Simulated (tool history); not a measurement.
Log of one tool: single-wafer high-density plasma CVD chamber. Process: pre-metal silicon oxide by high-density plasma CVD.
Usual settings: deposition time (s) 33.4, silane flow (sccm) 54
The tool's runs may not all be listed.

run	hour	deposition time (s)	silane flow (sccm)	wafers since the last listed run	hours since the silane flow controller was replaced	hours since the gauge calibration	read-back reference wafer on the same gauge, thickness_nm	mean film thickness on the monitor wafer (Å)
1	0.0	33.4	54	0	4207.9	71.2	144.047	1785.97
2	34.1	33.4	54	1079	4242.0	105.3	143.957	1785.76
3	55.4	33.4	54	674	4263.3	126.6	143.857	1787.08
4	90.2	35.8	50	1101	4298.1	161.4	143.901	1775.72
5	118.6	33.4	54	899	4326.5	189.8	143.784	1782.08
6	141.9	33.4	54	737	4349.8	213.1	144.165	1778.60
7	162.7	33.4	54	658	4370.6	233.9	144.111	1782.44
8	191.6	33.4	54	914	4399.5	262.8	143.832	1785.66
# hour 221.4: silane flow controller replaced
9	221.9	33.4	54	706	0.5	293.1	143.905	1780.36
10	240.4	31.3	54	585	19.0	311.6	144.086	1680.65
11	265.0	29.1	60	778	43.6	336.2	143.602	1718.66
12	292.4	28.3	43	867	71.0	363.6	143.778	1198.06
13	315.8	33.4	54	740	94.4	387.0	144.176	1786.00
14	351.5	33.4	54	1130	130.1	422.7	143.707	1779.94
15	376.5	29.9	62	791	155.1	447.7	144.092	1833.73
# hour 376.6: gauge calibrated
16	401.6	38.9	64	794	180.2	25.0	143.908	2465.76
17	422.8	37.5	63	671	201.4	46.2	143.921	2341.95
18	440.3	40.0	50	554	218.9	63.7	143.845	1982.37
19	455.1	29.0	62	468	233.7	78.5	143.898	1769.32
20	480.8	33.4	46	813	259.4	104.2	143.915	1515.65

Forecast each of these 4 alternatives for the next run:
A	481.2	29.6	54	12	259.8	104.6	?	?
B	481.2	38.5	57	12	259.8	104.6	?	?
C	481.2	38.9	54	12	259.8	104.6	?	?
D	481.2	27.1	46	12	259.8	104.6	?	?

run	read-back reference wafer on the same gauge, thickness_nm	mean film thickness on the monitor wafer (Å)
A	144.168	1576.11
B	144.168	2163.89
C	144.168	2071.30
D	144.168	1229.21
Without the tool's hidden state the same runs would have given:
run	mean film thickness on the monitor wafer (Å)
A	1576.11
B	2163.89
C	2071.30
D	1229.21
